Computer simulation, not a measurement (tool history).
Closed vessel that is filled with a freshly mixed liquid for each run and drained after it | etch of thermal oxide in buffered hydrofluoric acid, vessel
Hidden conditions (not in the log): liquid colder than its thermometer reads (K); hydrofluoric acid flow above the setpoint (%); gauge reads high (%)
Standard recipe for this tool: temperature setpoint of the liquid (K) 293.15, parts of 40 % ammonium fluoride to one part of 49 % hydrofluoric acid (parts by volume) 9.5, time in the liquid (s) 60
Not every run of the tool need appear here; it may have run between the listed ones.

run,hour,temperature setpoint of the liquid (K),parts of 40 % ammonium fluoride to one part of 49 % hydrofluoric acid (parts by volume),time in the liquid (s),wafers since the last listed run,hours since the thermometer was replaced,hours since the hydrofluoric acid flow meter was replaced,hours since the gauge calibration,"read-back film thickness of the thermal oxide reference wafer, read on the same gauge (nm)",thickness taken off the thermal oxide on a monitor wafer (nm)
1,0.0,291.15,9.5,60,0,726.8,955.8,1422.2,119.98,48.09
2,218.2,293.15,9.5,60,15717,945.0,1174.0,1640.4,120.01,54.02
# hour 239.2: thermometer replaced
3,286.4,293.15,9.5,60,4840,47.2,1242.2,1708.6,119.99,53.28
4,339.8,293.15,9.5,60,3846,100.6,1295.6,1762.0,119.98,54.06
5,405.4,293.15,9.5,60,4725,166.2,1361.2,1827.6,119.98,54.76
# hour 422.4: hydrofluoric acid flow meter replaced
6,461.2,293.15,11.5,35,3947,222.0,38.8,1883.4,119.99,26.26
7,527.5,293.15,9.5,60,4775,288.3,105.1,1949.7,120.03,53.80
# hour 527.7: gauge calibrated
8,585.7,293.15,9.5,60,4192,346.5,163.3,58.0,119.99,53.50
9,657.5,293.15,9.5,60,5171,418.3,235.1,129.8,119.96,54.39
10,752.0,293.15,9.5,75,6806,512.8,329.6,224.3,120.00,67.21
11,839.4,290.15,12.5,75,6295,600.2,417.0,311.7,120.02,43.44
12,914.5,290.65,9.5,60,5409,675.3,492.1,386.8,119.99,46.40
13,1007.4,293.15,9.5,60,6691,768.2,585.0,479.7,120.00,53.82
14,1063.7,293.15,9.5,60,4055,824.5,641.3,536.0,120.02,53.37
15,1139.9,293.15,9.5,60,5488,900.7,717.5,612.2,120.00,53.19
# hour 1182.5: thermometer replaced
16,1204.9,293.15,9.5,95,4609,22.4,782.5,677.2,120.00,85.75
17,1278.8,293.15,5.5,60,5323,96.3,856.4,751.1,119.99,90.18
18,1371.5,293.15,9.5,75,6677,189.0,949.1,843.8,119.98,67.18
19,1408.7,294.65,9.5,60,2679,226.2,986.3,881.0,120.00,58.45
20,1515.6,293.15,10.5,40,7700,333.1,1093.2,987.9,120.00,32.83
21,1619.9,293.15,9.5,60,7512,437.4,1197.5,1092.2,120.01,53.53
22,1666.8,293.15,9.5,60,3378,484.3,1244.4,1139.1,120.01,53.81
23,1821.7,295.65,9.5,50,11157,639.2,1399.3,1294.0,120.00,51.09
24,1914.1,291.65,6.5,30,6655,731.6,1491.7,1386.4,120.01,35.37
25,1954.7,293.15,9.5,60,2924,772.2,1532.3,1427.0,120.00,53.75
# hour 1966.8: hydrofluoric acid flow meter replaced
26,2056.7,296.15,6.0,45,7275,874.2,89.9,1529.0,119.97,74.07
27,2110.5,293.15,11.0,40,3875,928.0,143.7,1582.8,120.00,31.61
28,2149.9,290.15,9.5,95,2838,967.4,183.1,1622.2,119.98,71.70
# hour 2161.2: thermometer replaced
29,2187.8,295.65,12.5,40,2657,26.6,221.0,1660.1,119.99,32.25
30,2229.0,293.15,9.5,50,2967,67.8,262.2,1701.3,120.01,44.89
31,2288.4,290.15,7.5,85,4278,127.2,321.6,1760.7,120.00,81.55
32,2334.1,290.15,6.5,60,3291,172.9,367.3,1806.4,120.00,66.48

Alternative continuations, all from the tool just after run 32; predict every row:
A,2334.8,290.15,9.5,60,50,173.6,368.0,1807.1,?,?
B,2334.8,293.15,6.5,30,50,173.6,368.0,1807.1,?,?
C,2334.8,297.15,9.5,60,50,173.6,368.0,1807.1,?,?
D,2334.8,293.15,9.5,80,50,173.6,368.0,1807.1,?,?
E,2334.8,297.65,9.5,85,50,173.6,368.0,1807.1,?,?

run,"read-back film thickness of the thermal oxide reference wafer, read on the same gauge (nm)",thickness taken off the thermal oxide on a monitor wafer (nm)
A,120.02,45.08
B,120.02,38.69
C,120.02,66.62
D,120.02,71.22
E,120.02,96.98
The same runs, with their run-to-run variation unchanged, on a tool lacking any hidden condition would have given:
run,thickness taken off the thermal oxide on a monitor wafer (nm)
A,45.08
B,38.69
C,66.62
D,71.22
E,96.98

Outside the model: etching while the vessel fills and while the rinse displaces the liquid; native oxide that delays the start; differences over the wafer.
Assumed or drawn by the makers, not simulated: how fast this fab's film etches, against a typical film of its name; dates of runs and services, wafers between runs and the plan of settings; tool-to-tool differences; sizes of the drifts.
